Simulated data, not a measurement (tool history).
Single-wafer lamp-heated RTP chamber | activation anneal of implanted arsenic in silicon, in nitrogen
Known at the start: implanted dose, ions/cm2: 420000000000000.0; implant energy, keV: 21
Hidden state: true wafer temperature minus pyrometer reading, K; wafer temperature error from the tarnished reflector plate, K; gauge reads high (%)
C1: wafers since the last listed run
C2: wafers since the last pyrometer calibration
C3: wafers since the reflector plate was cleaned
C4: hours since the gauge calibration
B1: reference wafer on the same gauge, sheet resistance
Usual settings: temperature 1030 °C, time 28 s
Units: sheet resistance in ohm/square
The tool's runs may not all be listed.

Run 1, hour 0: usual settings but temperature 1015 °C; C1 0; C2 3637; C3 2199; C4 770.6; B1 174.02. Result: sheet resistance 210.9 ohm/square.
At hour 38.3: pyrometer window cleaned and pyrometer calibrated.
Run 2, hour 38.8: usual settings but temperature 1015 °C; C1 542; C2 7; C3 2742; C4 809.4; B1 174. Result: sheet resistance 211.44 ohm/square.
Run 3, hour 61.6: usual settings but time 21 s; C1 401; C2 409; C3 3144; C4 832.2; B1 173.96. Result: sheet resistance 211.69 ohm/square.
Run 4, hour 91.1: usual settings but time 21 s; C1 519; C2 929; C3 3664; C4 861.7; B1 173.96. Result: sheet resistance 210.77 ohm/square.
Run 5, hour 125.1: usual settings; C1 599; C2 1528; C3 4263; C4 895.7; B1 174.07. Result: sheet resistance 209.02 ohm/square.
Run 6, hour 143.5: usual settings; C1 324; C2 1853; C3 4587; C4 914.1; B1 174.02. Result: sheet resistance 208.37 ohm/square.
Run 7, hour 158.4: usual settings; C1 262; C2 2115; C3 4850; C4 929; B1 174.03. Result: sheet resistance 208.32 ohm/square.
Run 8, hour 171.9: usual settings; C1 237; C2 2353; C3 5088; C4 942.5; B1 173.96. Result: sheet resistance 208.46 ohm/square.
Run 9, hour 196.3: usual settings; C1 430; C2 2783; C3 5518; C4 966.9; B1 173.96. Result: sheet resistance 208.45 ohm/square.
Run 10, hour 221.3: usual settings; C1 440; C2 3224; C3 5959; C4 991.9; B1 173.99. Result: sheet resistance 207.7 ohm/square.
Run 11, hour 238.4: usual settings but time 34 s; C1 301; C2 3525; C3 6260; C4 1009; B1 173.96. Result: sheet resistance 205.58 ohm/square.
Run 12, hour 254.8: usual settings but time 34 s; C1 289; C2 3814; C3 6549; C4 1025.4; B1 174.01. Result: sheet resistance 205.45 ohm/square.
At hour 288.4: pyrometer window cleaned and pyrometer calibrated.
Run 13, hour 288.9: usual settings but time 34 s; C1 459; C2 8; C3 7009; C4 1059.5; B1 174.01. Result: sheet resistance 207.09 ohm/square.
Run 14, hour 294.9: usual settings but temperature 1053 °C; C1 105; C2 114; C3 7115; C4 1065.5; B1 174.04. Result: sheet resistance 205.26 ohm/square.
Run 15, hour 327.6: usual settings but temperature 1042 °C, time 43 s; C1 576; C2 690; C3 7691; C4 1098.2; B1 174.02. Result: sheet resistance 203.28 ohm/square.
Run 16, hour 356.7: usual settings but time 38 s; C1 512; C2 1203; C3 8204; C4 1127.3; B1 174. Result: sheet resistance 205.84 ohm/square.
Run 17, hour 385.9: usual settings but temperature 1047 °C; C1 514; C2 1717; C3 8718; C4 1156.5; B1 173.96. Result: sheet resistance 205.21 ohm/square.
At hour 404.4: reflector plate cleaned.
Run 18, hour 404.9: usual settings but time 13 s; C1 193; C2 1911; C3 9; C4 1175.5; B1 173.98. Result: sheet resistance 213.71 ohm/square.
Run 19, hour 504.6: usual settings but temperature 1007 °C, time 18 s; C1 1757; C2 3668; C3 1766; C4 1275.2; B1 174.01. Result: sheet resistance 214.3 ohm/square.
At hour 533.4: pyrometer window cleaned and pyrometer calibrated.
Run 20, hour 533.9: usual settings; C1 375; C2 8; C3 2142; C4 1304.5; B1 173.93. Result: sheet resistance 209.05 ohm/square.
Run 21, hour 552.1: usual settings but temperature 1054 °C, time 23 s; C1 320; C2 329; C3 2462; C4 1322.7; B1 174.03. Result: sheet resistance 206.65 ohm/square.
Run 22, hour 570.3: usual settings but temperature 1001 °C; C1 320; C2 650; C3 2783; C4 1340.9; B1 174.02. Result: sheet resistance 213.27 ohm/square.
Run 23, hour 606.1: usual settings; C1 630; C2 1281; C3 3414; C4 1376.7; B1 173.99. Result: sheet resistance 208.58 ohm/square.
Run 24, hour 628.3: usual settings but temperature 1006 °C, time 12 s; C1 391; C2 1672; C3 3805; C4 1398.9; B1 174.02. Result: sheet resistance 216.17 ohm/square.
At hour 647: gauge calibrated.
Run 25, hour 652.2: usual settings; C1 421; C2 2093; C3 4226; C4 5.2; B1 173.99. Result: sheet resistance 208.72 ohm/square.
Run 26, hour 686.9: usual settings but temperature 1003 °C, time 11 s; C1 611; C2 2705; C3 4838; C4 39.9; B1 173.96. Result: sheet resistance 216.35 ohm/square.
Run 27, hour 698.9: usual settings but temperature 1015 °C, time 45 s; C1 211; C2 2916; C3 5049; C4 51.9; B1 173.98. Result: sheet resistance 207.23 ohm/square.
Run 28, hour 725.7: usual settings but temperature 1001 °C, time 19 s; C1 472; C2 3389; C3 5522; C4 78.7; B1 174.08. Result: sheet resistance 214.41 ohm/square.
Run 29, hour 749.6: usual settings but temperature 1014 °C, time 36 s; C1 421; C2 3810; C3 5943; C4 102.6; B1 173.97. Result: sheet resistance 207.57 ohm/square.
At hour 768.9: pyrometer window cleaned and pyrometer calibrated.
Run 30, hour 769.4: usual settings but temperature 1057 °C, time 44 s; C1 207; C2 8; C3 6151; C4 122.4; B1 174.02. Result: sheet resistance 199.99 ohm/square.
Run 31, hour 788.6: usual settings but temperature 1017 °C, time 43 s; C1 338; C2 347; C3 6489; C4 141.6; B1 174.01. Result: sheet resistance 207.9 ohm/square.
Run 32, hour 821.9: usual settings; C1 586; C2 934; C3 7076; C4 174.9; B1 173.94. Result: sheet resistance 208.13 ohm/square.
Run 33, hour 836.8: usual settings but temperature 1046 °C, time 15 s; C1 262; C2 1196; C3 7339; C4 189.8; B1 173.99. Result: sheet resistance 210.56 ohm/square.
Run 34, hour 867.1: usual settings; C1 534; C2 1730; C3 7873; C4 220.1; B1 174.01. Result: sheet resistance 208.11 ohm/square.
Run 35, hour 901.4: usual settings but temperature 1041 °C, time 41 s; C1 604; C2 2335; C3 8477; C4 254.4; B1 173.94. Result: sheet resistance 202.59 ohm/square.
Run 36, hour 935.8: usual settings but temperature 1014 °C; C1 606; C2 2941; C3 9084; C4 288.8; B1 174.01. Result: sheet resistance 209.59 ohm/square.

How the hidden state differs across the entries between the runs, from the last listed run before each to the first after it:
Between runs 1 and 2: pyrometer window cleaned and pyrometer calibrated (hour 38.3)
  true wafer temperature minus pyrometer reading, K: 11.8 -> 0.323; wafer temperature error from the tarnished reflector plate, K: 2.49 -> 3.08
  measured less the result without the state, sheet resistance: -1.99 -> -0.44 ohm/square
Between runs 12 and 13: pyrometer window cleaned and pyrometer calibrated (hour 288.4)
  true wafer temperature minus pyrometer reading, K: 11.5 -> 0.203; wafer temperature error from the tarnished reflector plate, K: 6.38 -> 6.9
  measured less the result without the state, sheet resistance: -3.16 -> -1.2 ohm/square
Between runs 17 and 18: reflector plate cleaned (hour 404.4)
  true wafer temperature minus pyrometer reading, K: 2.47 -> 3.44; wafer temperature error from the tarnished reflector plate, K: 8.38 -> 0.938
  measured less the result without the state, sheet resistance: -1.94 -> -0.49 ohm/square
Between runs 19 and 20: pyrometer window cleaned and pyrometer calibrated (hour 533.4)
  true wafer temperature minus pyrometer reading, K: 11.4 -> 0.896; wafer temperature error from the tarnished reflector plate, K: 2.46 -> 2.91
  measured less the result without the state, sheet resistance: -1.42 -> -0.59 ohm/square
Between runs 24 and 25: gauge calibrated (hour 647)
  true wafer temperature minus pyrometer reading, K: 3.05 -> 4.27; wafer temperature error from the tarnished reflector plate, K: 4.35 -> 4.72
  measured less the result without the state, sheet resistance: -0.61 -> -1.43 ohm/square
Between runs 29 and 30: pyrometer window cleaned and pyrometer calibrated (hour 768.9)
  true wafer temperature minus pyrometer reading, K: 12.1 -> 0.851; wafer temperature error from the tarnished reflector plate, K: 6.21 -> 6.51
  measured less the result without the state, sheet resistance: -2.85 -> -1.53 ohm/square
